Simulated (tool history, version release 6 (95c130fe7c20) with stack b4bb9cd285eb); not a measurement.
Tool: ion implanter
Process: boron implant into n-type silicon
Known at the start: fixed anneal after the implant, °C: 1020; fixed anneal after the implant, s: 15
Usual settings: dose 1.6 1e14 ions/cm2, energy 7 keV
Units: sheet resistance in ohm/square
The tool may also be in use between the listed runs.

run	hour	dose	energy	wafers since the last listed run	hours since the last dose calibration	hours since the extraction supply was calibrated	hours since the gauge calibration	read-back reference wafer on the same gauge, sheet resistance	sheet resistance
1	0	1.6	7	0	452.6	2941.7	387	652.11	653.31
2	66.8	1.6	9	850	519.4	3008.5	453.8	653.27	631.9
3	125.5	1.6	7	747	578.1	3067.2	512.5	652.44	651.9
4	180.9	1.6	7	705	633.5	3122.6	567.9	653.12	656.72
5	228.4	1.6	7	605	681	3170.1	615.4	654.64	649.37
6	280.6	1.6	5	664	733.2	3222.3	667.6	653.22	682.29
7	318.5	1.6	5	482	771.1	3260.2	705.5	653.43	680.51
8	359.9	1.6	5	527	812.5	3301.6	746.9	653.33	674.54
9	422.5	1.4	6	797	875.1	3364.2	809.5	652.78	748.05
10	480.6	1.6	7	740	933.2	3422.3	867.6	651.77	651.04
11	539.7	1.6	7	752	992.3	3481.4	926.7	654.12	643.06
12	564.3	1.6	7	313	1016.9	3506	951.3	653.56	653.81
13	618.6	1.89	7	691	1071.2	3560.3	1005.6	652.18	574.7
14	646.5	1.89	7	355	1099.1	3588.2	1033.5	651.49	569.15
# hour 673.1: extraction supply calibrated
# hour 679.6: gauge calibrated
15	688.6	1.83	4.5	434	1141.2	15.5	9	651.11	613.19
16	720.6	1.76	5.5	407	1173.2	47.5	41	653.35	621.4
17	759.4	1.15	7	494	1212	86.3	79.8	651.82	851.32
18	823.7	1.89	7	819	1276.3	150.6	144.1	652.62	565.54
19	851.8	1.88	8.5	357	1304.4	178.7	172.2	653.14	552.54
# hour 933.3: Faraday cup replaced and dose calibrated
20	1012	1.81	6	1938	78.7	338.9	332.4	652.97	600.57
21	1051.7	1.13	8	505	118.4	378.6	372.1	654.24	846.92
22	1093.4	1.85	8.5	531	160.1	420.3	413.8	652.75	563.29
23	1155.4	1.6	7	789	222.1	482.3	475.8	653.14	643.06
24	1220.5	1.94	7	829	287.2	547.4	540.9	652.19	558.11
25	1280	1.6	9	757	346.7	606.9	600.4	652.35	626.84
26	1335.7	1.19	5	709	402.4	662.6	656.1	653.54	862.27
27	1442.6	1.28	5	1361	509.3	769.5	763	653.31	818.63
28	1605.1	1.34	5.5	2069	671.8	932	925.5	651.47	781.04

How the hidden state differs across the entries between the runs, from the last listed run before each to the first after it:
Between runs 14 and 15: extraction supply calibrated (hour 673.1); gauge calibrated (hour 679.6)
  no hidden state differs between the two runs
Between runs 19 and 20: Faraday cup replaced and dose calibrated (hour 933.3)
  no hidden state differs between the two runs
